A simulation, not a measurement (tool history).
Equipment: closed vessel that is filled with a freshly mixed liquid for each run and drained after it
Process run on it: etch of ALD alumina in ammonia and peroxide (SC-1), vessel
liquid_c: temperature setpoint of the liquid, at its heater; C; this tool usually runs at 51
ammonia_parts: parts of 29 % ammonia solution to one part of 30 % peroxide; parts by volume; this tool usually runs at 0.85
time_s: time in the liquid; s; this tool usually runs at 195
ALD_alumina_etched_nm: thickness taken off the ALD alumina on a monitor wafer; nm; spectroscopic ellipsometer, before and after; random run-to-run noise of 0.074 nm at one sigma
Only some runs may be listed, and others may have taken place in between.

| run | day | liquid_c | ammonia_parts | time_s | read-back film thickness of the ALD alumina reference wafer, read on the same gauge (nm) | ALD_alumina_etched_nm |
|---|---|---|---|---|---|---|
| 1 | 0 | 51 | 0.75 | 195 | 40.01 | 8.58 |
| 2 | 1.396 | 51 | 0.85 | 195 | 39.99 | 8.71 |
| 3 | 2.879 | 51 | 0.85 | 195 | 39.99 | 8.71 |
| 4 | 4.133 | 46 | 0.85 | 195 | 40 | 6.6 |
| 5 | 5.446 | 44.5 | 0.85 | 195 | 39.98 | 6.17 |
| 6 | 8.183 | 44.5 | 0.85 | 195 | 40.01 | 6.07 |
| 7 | 11.092 | 43.5 | 0.55 | 195 | 39.99 | 5.54 |
| 8 | 13.254 | 43.5 | 0.55 | 195 | 40.01 | 5.68 |
| 9 | 14.317 | 43.5 | 0.55 | 195 | 40.02 | 5.61 |
| 10 | 15.558 | 51 | 0.85 | 195 | 39.96 | 8.84 |
| 11 | 18.162 | 51 | 0.85 | 195 | 39.99 | 8.87 |
| 12 | 20.788 | 51 | 0.85 | 195 | 40.01 | 8.89 |
| 13 | 23.312 | 51 | 0.85 | 195 | 39.99 | 8.54 |
| 14 | 25.642 | 51 | 0.7 | 195 | 39.99 | 8.37 |
| 15 | 28.296 | 51 | 0.85 | 195 | 39.96 | 8.36 |
| 16 | 30.825 | 54.5 | 1 | 270 | 40.01 | 14.34 |
| 17 | 32.408 | 51 | 0.85 | 195 | 40 | 8.39 |
| 18 | 35.025 | 61 | 0.7 | 195 | 40.04 | 14.07 |
| 19 | 36.842 | 43 | 0.85 | 195 | 40.01 | 5.42 |
| 20 | 38.088 | 51 | 0.75 | 195 | 39.97 | 8.41 |
| 21 | 39.942 | 51 | 0.85 | 280 | 40.02 | 12.24 |
| 22 | 41.617 | 51 | 0.65 | 195 | 39.99 | 8.38 |
| 23 | 43.475 | 48.5 | 0.85 | 195 | 39.99 | 7.32 |
| 24 | 46.054 | 60 | 1.05 | 100 | 40.02 | 7.24 |
| 25 | 48.367 | 55 | 0.45 | 255 | 40.02 | 13.05 |
| 26 | 49.954 | 51 | 0.85 | 195 | 39.98 | 8.66 |
| 27 | 51.796 | 51 | 1 | 255 | 40 | 11.26 |
| 28 | 52.871 | 51 | 1.05 | 195 | 39.98 | 8.78 |
| 29 | 53.979 | 57.5 | 0.85 | 130 | 40.02 | 8.19 |
| 30 | 55.271 | 41 | 1 | 280 | 39.99 | 7.15 |

Missing from the log above: 6 entries noted between runs. For each, name the pair of listed runs it sits between and say how the tool's hidden condition differs from the listed run just before to the listed run just after:
Between runs 6 and 7: new drum of ammonia solution connected (day 10.804)
  liquid hotter than its thermometer reads (K): 0.828 -> 0.876
  what was measured, less what the result would be without the hidden state, ALD_alumina_etched_nm: +0.28 -> +0.27 nm
Between runs 12 and 13: thermometer replaced (day 22.283)
  liquid hotter than its thermometer reads (K): 1.04 -> 0.0968
  what was measured, less what the result would be without the hidden state, ALD_alumina_etched_nm: +0.49 -> +0.04 nm
Between runs 15 and 16: new drum of ammonia solution connected (day 29.138)
  liquid hotter than its thermometer reads (K): 0.18 -> 0.222
  what was measured, less what the result would be without the hidden state, ALD_alumina_etched_nm: +0.08 -> +0.17 nm
Between runs 19 and 20: ammonia flow meter replaced (day 36.942)
  liquid hotter than its thermometer reads (K): 0.322 -> 0.343
  what was measured, less what the result would be without the hidden state, ALD_alumina_etched_nm: +0.09 -> +0.16 nm
Between runs 21 and 22: gauge calibrated (day 41.167)
  liquid hotter than its thermometer reads (K): 0.373 -> 0.401
  what was measured, less what the result would be without the hidden state, ALD_alumina_etched_nm: +0.25 -> +0.18 nm
Between runs 26 and 27: new drum of ammonia solution connected (day 50.204)
  liquid hotter than its thermometer reads (K): 0.54 -> 0.571
  what was measured, less what the result would be without the hidden state, ALD_alumina_etched_nm: +0.25 -> +0.35 nm
